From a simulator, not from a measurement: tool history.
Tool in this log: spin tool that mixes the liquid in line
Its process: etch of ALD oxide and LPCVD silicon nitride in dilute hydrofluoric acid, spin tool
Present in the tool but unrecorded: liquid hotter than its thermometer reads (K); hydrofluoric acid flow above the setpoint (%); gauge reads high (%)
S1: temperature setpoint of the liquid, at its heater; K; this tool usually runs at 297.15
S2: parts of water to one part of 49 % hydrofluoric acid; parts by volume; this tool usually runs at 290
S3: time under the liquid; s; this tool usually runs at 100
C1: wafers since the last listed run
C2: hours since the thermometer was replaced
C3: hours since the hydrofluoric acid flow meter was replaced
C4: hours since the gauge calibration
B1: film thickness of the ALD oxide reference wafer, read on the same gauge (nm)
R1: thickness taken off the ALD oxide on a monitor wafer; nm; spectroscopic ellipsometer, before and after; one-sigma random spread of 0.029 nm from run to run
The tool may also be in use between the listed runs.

Run 1, hour 0: usual settings; C1 0; C2 1275.5; C3 1118.1; C4 761.9; B1 49.99. Result: R1 7.06 nm.
At hour 7.6: thermometer replaced.
Run 2, hour 13.5: usual settings but S3 125 s; C1 141; C2 5.9; C3 1131.6; C4 775.4; B1 50. Result: R1 8.83 nm.
Run 3, hour 26.2: usual settings but S3 125 s; C1 143; C2 18.6; C3 1144.3; C4 788.1; B1 50.01. Result: R1 8.76 nm.
At hour 52: gauge calibrated.
Run 4, hour 60.9: usual settings but S3 125 s; C1 392; C2 53.3; C3 1179; C4 8.9; B1 50.04. Result: R1 8.82 nm.
Run 5, hour 83.7: usual settings; C1 258; C2 76.1; C3 1201.8; C4 31.7; B1 50.01. Result: R1 7.06 nm.
Run 6, hour 112.8: usual settings; C1 329; C2 105.2; C3 1230.9; C4 60.8; B1 49.98. Result: R1 7.04 nm.
Run 7, hour 125.1: usual settings; C1 139; C2 117.5; C3 1243.2; C4 73.1; B1 49.97. Result: R1 7.09 nm.
Run 8, hour 155.7: usual settings but S2 250 parts by volume; C1 346; C2 148.1; C3 1273.8; C4 103.7; B1 50. Result: R1 8.5 nm.
Run 9, hour 190.7: usual settings but S2 385 parts by volume; C1 396; C2 183.1; C3 1308.8; C4 138.7; B1 50.01. Result: R1 4.87 nm.
Run 10, hour 216.5: usual settings but S1 300.15 K, S2 225 parts by volume; C1 292; C2 208.9; C3 1334.6; C4 164.5; B1 49.96. Result: R1 10.78 nm.
Run 11, hour 241.1: usual settings but S2 425 parts by volume, S3 65 s; C1 278; C2 233.5; C3 1359.2; C4 189.1; B1 50. Result: R1 2.77 nm.
At hour 254.9: hydrofluoric acid flow meter replaced.
Run 12, hour 267.3: usual settings; C1 285; C2 259.7; C3 12.4; C4 215.3; B1 50. Result: R1 6.84 nm.
Run 13, hour 300.4: usual settings; C1 374; C2 292.8; C3 45.5; C4 248.4; B1 50. Result: R1 6.85 nm.
Run 14, hour 330.3: usual settings; C1 338; C2 322.7; C3 75.4; C4 278.3; B1 49.98. Result: R1 6.84 nm.
Run 15, hour 343.5: usual settings but S2 215 parts by volume; C1 149; C2 335.9; C3 88.6; C4 291.5; B1 50. Result: R1 9.93 nm.
Run 16, hour 376.1: usual settings but S2 380 parts by volume, S3 50 s; C1 368; C2 368.5; C3 121.2; C4 324.1; B1 49.95. Result: R1 2.42 nm.
Run 17, hour 405.5: usual settings but S1 298.65 K, S2 145 parts by volume; C1 332; C2 397.9; C3 150.6; C4 353.5; B1 49.99. Result: R1 16.94 nm.
Run 18, hour 428.2: usual settings but S1 294.65 K, S3 135 s; C1 256; C2 420.6; C3 173.3; C4 376.2; B1 50. Result: R1 8.5 nm.
Run 19, hour 452.1: usual settings; C1 270; C2 444.5; C3 197.2; C4 400.1; B1 50.01. Result: R1 6.89 nm.
Run 20, hour 469.6: usual settings but S2 335 parts by volume, S3 155 s; C1 198; C2 462; C3 214.7; C4 417.6; B1 49.97. Result: R1 8.78 nm.
Run 21, hour 505.3: usual settings but S1 299.65 K, S2 170 parts by volume, S3 120 s; C1 404; C2 497.7; C3 250.4; C4 453.3; B1 49.97. Result: R1 17.41 nm.
Run 22, hour 519.1: usual settings but S1 294.65 K, S2 335 parts by volume, S3 140 s; C1 156; C2 511.5; C3 264.2; C4 467.1; B1 50.01. Result: R1 7.32 nm.
Run 23, hour 541.7: usual settings but S1 294.65 K; C1 255; C2 534.1; C3 286.8; C4 489.7; B1 49.96. Result: R1 6.33 nm.
Run 24, hour 567.6: usual settings but S1 292.15 K, S3 160 s; C1 293; C2 560; C3 312.7; C4 515.6; B1 50. Result: R1 9.17 nm.
Run 25, hour 595.8: usual settings; C1 319; C2 588.2; C3 340.9; C4 543.8; B1 50.01. Result: R1 6.91 nm.
Run 26, hour 629.3: usual settings; C1 379; C2 621.7; C3 374.4; C4 577.3; B1 50.01. Result: R1 6.91 nm.
Run 27, hour 654.8: usual settings; C1 288; C2 647.2; C3 399.9; C4 602.8; B1 49.99. Result: R1 6.93 nm.

For some of the steps in R1 from one run to the next: how much would appear even if the tool had no hidden state, given the settings, what came in and random variation, and how much remains for the hidden state plus any gauge scatter that the measured result and the result without hidden state don't share?
Run 9 -> 10: S1 297.15 -> 300.15, S2 385 -> 225. R1 +5.91 nm: hidden state +0.21, all else +5.7.
Run 10 -> 11: S1 300.15 -> 297.15, S2 225 -> 425, S3 100 -> 65. R1 -8.01 nm: hidden state -0.29, all else -7.72.
Run 16 -> 17: S1 297.15 -> 298.65, S2 380 -> 145, S3 50 -> 100. R1 +14.52 nm: hidden state +0.08, all else +14.44.
Run 21 -> 22: S1 299.65 -> 294.65, S2 170 -> 335, S3 120 -> 140. R1 -10.09 nm: hidden state -0.09, all else -10.

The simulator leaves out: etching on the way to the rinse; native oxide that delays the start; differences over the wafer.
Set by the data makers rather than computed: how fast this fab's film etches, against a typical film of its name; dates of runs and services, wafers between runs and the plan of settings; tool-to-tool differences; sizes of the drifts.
